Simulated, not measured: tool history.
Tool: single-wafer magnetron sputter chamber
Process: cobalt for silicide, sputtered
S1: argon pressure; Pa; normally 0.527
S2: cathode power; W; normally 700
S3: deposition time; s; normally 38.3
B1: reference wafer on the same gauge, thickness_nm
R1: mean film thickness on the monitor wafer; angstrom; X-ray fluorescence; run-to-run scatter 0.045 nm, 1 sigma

Run 1, day 0: usual settings but S1 0.393 Pa; B1 12.898. Result: R1 139.99 angstrom.
Run 2, day 2.875: usual settings but S2 600 W, S3 40.5 s; B1 12.905. Result: R1 121.99 angstrom.
Run 3, day 5.029: usual settings but S2 600 W, S3 40.5 s; B1 12.895. Result: R1 121.2 angstrom.
Run 4, day 9.179: usual settings; B1 12.897. Result: R1 132.47 angstrom.
At day 11.162: sputter target and shields replaced.
Run 5, day 15.688: usual settings; B1 12.89. Result: R1 132.05 angstrom.
Run 6, day 17.779: usual settings but S1 0.417 Pa; B1 12.897. Result: R1 137.07 angstrom.
Run 7, day 20.638: usual settings but S1 0.417 Pa; B1 12.91. Result: R1 137.37 angstrom.
Run 8, day 24.879: usual settings; B1 12.894. Result: R1 131.66 angstrom.
Run 9, day 28.675: usual settings; B1 12.894. Result: R1 132.15 angstrom.
Run 10, day 32.033: usual settings; B1 12.895. Result: R1 131.28 angstrom.
Run 11, day 33.567: usual settings but S2 750 W; B1 12.901. Result: R1 140.12 angstrom.
Run 12, day 37.508: usual settings but S2 750 W; B1 12.901. Result: R1 140.6 angstrom.
At day 40.817: sputter target and shields replaced.
Run 13, day 41.762: usual settings; B1 12.901. Result: R1 131.78 angstrom.
Run 14, day 44.912: usual settings; B1 12.903. Result: R1 131.23 angstrom.
Run 15, day 48.604: usual settings; B1 12.892. Result: R1 130.87 angstrom.
At day 49.079: magnet pack replaced.
At day 53.667: gauge calibrated.
Run 16, day 56.262: usual settings but S1 0.627 Pa, S2 550 W, S3 34.6 s; B1 12.895. Result: R1 91.74 angstrom.
Run 17, day 59.512: usual settings; B1 12.902. Result: R1 130.88 angstrom.
Run 18, day 63.721: usual settings but S3 33.9 s; B1 12.903. Result: R1 115.81 angstrom.
Run 19, day 67.067: usual settings but S1 0.375 Pa, S2 800 W; B1 12.891. Result: R1 155.98 angstrom.
At day 70.538: sputter target and shields replaced.
Run 20, day 70.558: usual settings but S1 0.419 Pa, S2 650 W, S3 45.9 s; B1 12.893. Result: R1 152.44 angstrom.
Run 21, day 74.7: usual settings but S1 0.468 Pa, S2 600 W, S3 31.2 s; B1 12.9. Result: R1 94.31 angstrom.
Run 22, day 77.646: usual settings; B1 12.896. Result: R1 129.88 angstrom.
Run 23, day 80.904: usual settings but S3 33.9 s; B1 12.892. Result: R1 115.5 angstrom.
Run 24, day 83.538: usual settings but S2 850 W, S3 40.9 s; B1 12.899. Result: R1 167.37 angstrom.
Run 25, day 85.088: usual settings but S3 35.2 s; B1 12.905. Result: R1 119.88 angstrom.
At day 86.85: capacitance manometer re-zeroed and calibrated.
Run 26, day 87.288: usual settings but S1 0.466 Pa; B1 12.907. Result: R1 137.28 angstrom.
Run 27, day 91.271: usual settings but S1 0.729 Pa, S2 800 W, S3 41 s; B1 12.898. Result: R1 151.88 angstrom.
Run 28, day 95.371: usual settings but S2 800 W; B1 12.894. Result: R1 150.55 angstrom.
At day 97.692: sputter target and shields replaced.
Run 29, day 97.838: usual settings but S2 850 W; B1 12.904. Result: R1 158.62 angstrom.
Run 30, day 101.067: usual settings but S3 34.3 s; B1 12.905. Result: R1 119.25 angstrom.
Run 31, day 105.275: usual settings; B1 12.897. Result: R1 133.28 angstrom.

For run 32, what comes out?
Run 32, day 109.025: usual settings; B1 ?. Result: R1 ?.

B1: 12.899
R1: 131.67 angstrom
Minus the tool's unlogged condition, the same run would have read R1 133.05 angstrom.
